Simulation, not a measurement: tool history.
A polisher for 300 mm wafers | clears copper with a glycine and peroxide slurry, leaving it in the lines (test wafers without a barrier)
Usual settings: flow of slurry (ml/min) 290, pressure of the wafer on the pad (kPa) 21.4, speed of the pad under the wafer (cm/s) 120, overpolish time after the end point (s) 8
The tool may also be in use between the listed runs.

run   hour  flow of slurry (ml/min)  pressure of the wafer on the pad (kPa)  speed of the pad under the wafer (cm/s)  overpolish time after the end point (s)  incoming thickness of the incoming film, nm  time until the end point was called (s)  dishing of a wide line in a test structure (Å)
  1      0                      290                                    19.3                                      120                                        8                                       1072.1                                      158                                             366
  2   31.4                      290                                    19.3                                      120                                        8                                       1100.4                                      164                                             358
  3   80.8                      290                                    21.4                                      120                                        8                                       1068.3                                    148.1                                             374
     117.8  -- worn pad replaced by a new one
  4  134.5                      290                                    21.4                                      120                                        8                                       1100.2                                    140.3                                             396
  5  197.2                      290                                    21.4                                      120                                        8                                       1110.5                                    148.2                                             388
  6  241.9                      290                                    25.5                                      120                                        8                                       1110.1                                    126.7                                             430
  7    273                      290                                    25.5                                      120                                        8                                       1066.2                                    126.5                                             421
     279.4  -- worn pad replaced by a new one, of another model than before
       332  -- head pressure recalibrated
  8  334.2                      190                                    21.4                                      134                                        4                                       1090.7                                    127.8                                             231
  9  388.6                      290                                    21.4                                      120                                        8                                       1091.1                                    147.5                                             375
     445.3  -- worn pad replaced by a new one
 10  455.5                      245                                    21.4                                      162                                       10                                       1089.7                                    103.7                                             583
 11  493.4                      290                                    19.3                                      120                                        8                                       1098.2                                    154.5                                             375
     552.5  -- slurry nozzle cleaned
     613.1  -- worn pad replaced by a new one
 12  667.1                      290                                    21.4                                       96                                        8                                       1088.2                                    173.6                                             330
 13  704.5                      290                                    15.2                                      120                                        8                                       1095.5                                    176.2                                             325
 14    739                      290                                    21.4                                      120                                        8                                       1087.2                                    149.8                                             375
     763.2  -- worn pad replaced by a new one
 15  797.6                      290                                    21.4                                      140                                        8                                       1086.8                                    120.7                                             442

3 ways to go on from here, each from the tool as it stands after run 15. What would each give?
  A  798.1                      290                                    21.4                                      120                                        8                                       1090.8                                        ?                                               ?
  B  798.1                      215                                    21.4                                      120                                        8                                       1090.8                                        ?                                               ?
  C  798.1                      335                                    21.4                                      120                                        8                                       1090.8                                        ?                                               ?

run  time until the end point was called (s)  dishing of a wide line in a test structure (Å)
  A                                    141.8                                             396
  B                                    143.5                                             392
  C                                    140.9                                             398
Without the tool's hidden state the same runs would have given:
run  time until the end point was called (s)  dishing of a wide line in a test structure (Å)
  A                                      136                                             410
  B                                    137.6                                             406
  C                                    135.1                                             412

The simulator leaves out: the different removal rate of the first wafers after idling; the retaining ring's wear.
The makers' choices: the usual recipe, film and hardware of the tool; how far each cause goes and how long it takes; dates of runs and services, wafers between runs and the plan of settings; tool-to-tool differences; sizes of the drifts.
